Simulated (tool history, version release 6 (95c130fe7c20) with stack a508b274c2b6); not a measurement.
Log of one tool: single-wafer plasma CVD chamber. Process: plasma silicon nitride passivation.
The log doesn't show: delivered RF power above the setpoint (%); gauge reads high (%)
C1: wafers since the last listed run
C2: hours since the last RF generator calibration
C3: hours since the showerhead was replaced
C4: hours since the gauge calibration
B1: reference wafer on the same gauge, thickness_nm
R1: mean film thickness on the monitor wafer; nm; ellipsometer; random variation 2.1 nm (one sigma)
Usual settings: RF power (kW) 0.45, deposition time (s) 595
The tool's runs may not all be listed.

run 1 hour=0 | RF_power_(kW)=0.45 deposition_time_(s)=595 | C1=0 C2=2196.6 C3=7267.7 C4=532.7 | B1=1012.013 | R1=895.428
run 2 hour=65 | RF_power_(kW)=0.45 deposition_time_(s)=595 | C1=252 C2=2261.6 C3=7332.7 C4=597.7 | B1=1012.241 | R1=892.722
run 3 hour=138 | RF_power_(kW)=0.45 deposition_time_(s)=595 | C1=283 C2=2334.6 C3=7405.7 C4=670.7 | B1=1013.022 | R1=890.958
run 4 hour=177.4 | RF_power_(kW)=0.45 deposition_time_(s)=595 | C1=153 C2=2374 C3=7445.1 C4=710.1 | B1=1012.649 | R1=894.795
run 5 hour=280.5 | RF_power_(kW)=0.45 deposition_time_(s)=595 | C1=401 C2=2477.1 C3=7548.2 C4=813.2 | B1=1011.245 | R1=889.147
run 6 hour=381.7 | RF_power_(kW)=0.45 deposition_time_(s)=595 | C1=393 C2=2578.3 C3=7649.4 C4=914.4 | B1=1011.959 | R1=887.74
run 7 hour=432.1 | RF_power_(kW)=0.45 deposition_time_(s)=595 | C1=196 C2=2628.7 C3=7699.8 C4=964.8 | B1=1011.69 | R1=885.851
-- hour=463.5 showerhead replaced, of another model than before
run 8 hour=511.8 | RF_power_(kW)=0.45 deposition_time_(s)=595 | C1=278 C2=2708.4 C3=48.3 C4=1044.5 | B1=1012.121 | R1=864.34
-- hour=522.4 RF generator calibrated
run 9 hour=586.9 | RF_power_(kW)=0.45 deposition_time_(s)=595 | C1=261 C2=64.5 C3=123.4 C4=1119.6 | B1=1012.018 | R1=915.302
-- hour=588.2 gauge calibrated
run 10 hour=681.3 | RF_power_(kW)=0.385 deposition_time_(s)=515 | C1=367 C2=158.9 C3=217.8 C4=93.1 | B1=1011.826 | R1=733.407
run 11 hour=747.6 | RF_power_(kW)=0.45 deposition_time_(s)=659 | C1=257 C2=225.2 C3=284.1 C4=159.4 | B1=1011.432 | R1=1004.948
run 12 hour=832.2 | RF_power_(kW)=0.39 deposition_time_(s)=657 | C1=329 C2=309.8 C3=368.7 C4=244 | B1=1011.638 | R1=943.487
run 13 hour=910.4 | RF_power_(kW)=0.45 deposition_time_(s)=595 | C1=304 C2=388 C3=446.9 C4=322.2 | B1=1011.939 | R1=910.516
run 14 hour=987.1 | RF_power_(kW)=0.405 deposition_time_(s)=595 | C1=298 C2=464.7 C3=523.6 C4=398.9 | B1=1012.007 | R1=867.933
run 15 hour=1064.3 | RF_power_(kW)=0.525 deposition_time_(s)=638 | C1=300 C2=541.9 C3=600.8 C4=476.1 | B1=1011.98 | R1=1044.129
run 16 hour=1123.7 | RF_power_(kW)=0.45 deposition_time_(s)=595 | C1=231 C2=601.3 C3=660.2 C4=535.5 | B1=1011.569 | R1=906.939
run 17 hour=1210.5 | RF_power_(kW)=0.51 deposition_time_(s)=595 | C1=337 C2=688.1 C3=747 C4=622.3 | B1=1012.102 | R1=960.244
run 18 hour=1292.1 | RF_power_(kW)=0.45 deposition_time_(s)=595 | C1=317 C2=769.7 C3=828.6 C4=703.9 | B1=1011.674 | R1=907.698

Hidden state at the last listed run before each entry between runs and at the first one after, where it differs:
Between runs 7 and 8: showerhead replaced, of another model than before (hour 463.5)
  delivered RF power above the setpoint (%): -11.2 -> -11.8
  measured less the result without the state, R1: -27.706 -> -49.8 nm
Between runs 8 and 9: RF generator calibrated (hour 522.4)
  delivered RF power above the setpoint (%): -11.8 -> -0.929
  measured less the result without the state, R1: -49.8 -> -3.713 nm
Between runs 9 and 10: gauge calibrated (hour 588.2)
  delivered RF power above the setpoint (%): -0.929 -> -0.959
  measured less the result without the state, R1: -3.713 -> -3.071 nm

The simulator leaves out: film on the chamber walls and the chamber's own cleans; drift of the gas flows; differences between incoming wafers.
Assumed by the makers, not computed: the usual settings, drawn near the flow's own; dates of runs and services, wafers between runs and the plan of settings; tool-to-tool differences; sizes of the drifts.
